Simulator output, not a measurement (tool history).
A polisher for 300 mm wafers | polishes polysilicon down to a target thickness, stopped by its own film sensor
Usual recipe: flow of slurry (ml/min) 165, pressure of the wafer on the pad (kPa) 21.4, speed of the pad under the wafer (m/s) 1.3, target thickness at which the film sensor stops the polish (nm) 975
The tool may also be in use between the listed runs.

run     day  flow of slurry (ml/min)  pressure of the wafer on the pad (kPa)  speed of the pad under the wafer (m/s)  target thickness at which the film sensor stops the polish (nm)  incoming thickness of the incoming film, nm  time until the film sensor stopped the polish (s)
  1       0                      165                                    21.4                                     1.3                                                             1046                                       1524.1                                               33.5
  2   0.425                      165                                    21.4                                     1.3                                                              975                                       1512.9                                               37.4
  3   1.167                      165                                    21.4                                     1.3                                                              854                                         1507                                               47.3
  4   1.658                      165                                    21.4                                     1.3                                                              854                                       1524.5                                               51.7
      2.329  -- worn pad replaced by a new one
  5    2.35                      165                                    21.4                                     1.3                                                              975                                       1518.6                                               39.4
  6   2.492                      165                                    21.4                                     1.3                                                              975                                       1516.7                                               36.9
  7   3.162                      165                                    21.4                                     1.3                                                              975                                       1511.9                                               36.4
  8   3.671                      165                                    21.4                                     1.3                                                              975                                       1512.7                                               38.2
  9     4.4                      165                                    21.4                                     1.3                                                              975                                       1492.9                                               38.8
      4.925  -- worn pad replaced by a new one
 10   5.025                      165                                    21.4                                     1.3                                                              975                                       1524.5                                               38.1
 11   5.467                      165                                    24.1                                     1.3                                                              975                                       1515.8                                               33.3
        5.9  -- head pressure recalibrated
 12   5.917                      165                                    21.4                                     1.3                                                              975                                       1529.9                                                 39
      6.617  -- slurry nozzle cleaned
 13   6.638                      165                                    21.4                                     1.3                                                              975                                       1509.6                                               38.5
 14   7.021                      130                                    21.4                                     1.3                                                             1107                                       1545.3                                               33.9
      7.592  -- worn pad replaced by a new one
 15   7.733                      165                                    13.8                                     1.5                                                             1123                                       1533.3                                               40.4
 16   8.258                      165                                    21.4                                     1.3                                                              975                                       1519.1                                               38.2
 17    8.85                      165                                    21.4                                    1.64                                                              975                                         1505                                                 32
 18   9.325                      190                                    15.9                                    1.58                                                             1161                                       1549.6                                               31.9
 19   9.817                      165                                    21.4                                     1.3                                                              975                                         1545                                               44.8
     10.096  -- worn pad replaced by a new one
 20  10.325                      205                                    21.4                                    1.54                                                              975                                       1507.3                                               30.8
 21  10.658                      190                                    21.4                                     1.3                                                              861                                       1532.9                                               46.3
 22  11.358                      165                                    19.3                                     1.3                                                              975                                       1543.6                                               44.9
 23  11.625                      165                                    16.5                                     1.3                                                             1096                                       1529.8                                               41.3
 24  12.304                      165                                    21.4                                     1.3                                                              975                                         1538                                               42.2
     12.925  -- worn pad replaced by a new one
 25  13.042                      165                                    21.4                                     1.3                                                              917                                       1513.8                                               39.8
 26  13.296                      165                                    21.4                                     1.3                                                              975                                       1522.5                                               38.2

Run-by-run hidden state of the tool:
slurry flow missing at the pad, %: 0, the same for each run
deviation of the head's pressure from its setpoint, %: 0, the same for each run
H1: removal rate lost through wear of the pad, %
run     H1
  1    1.4
  2   2.45
  3   5.76
  4   8.98
  5   1.06
  6    1.1
  7   2.24
  8   4.12
  9   8.34
 10  0.831
 11   1.31
 12   2.48
 13   5.79
 14   8.27
 15   1.18
 16    1.9
 17   3.84
 18   6.25
 19   9.55
 20  0.997
 21   1.44
 22   3.61
 23   4.87
 24   9.18
 25    1.5
 26   1.71

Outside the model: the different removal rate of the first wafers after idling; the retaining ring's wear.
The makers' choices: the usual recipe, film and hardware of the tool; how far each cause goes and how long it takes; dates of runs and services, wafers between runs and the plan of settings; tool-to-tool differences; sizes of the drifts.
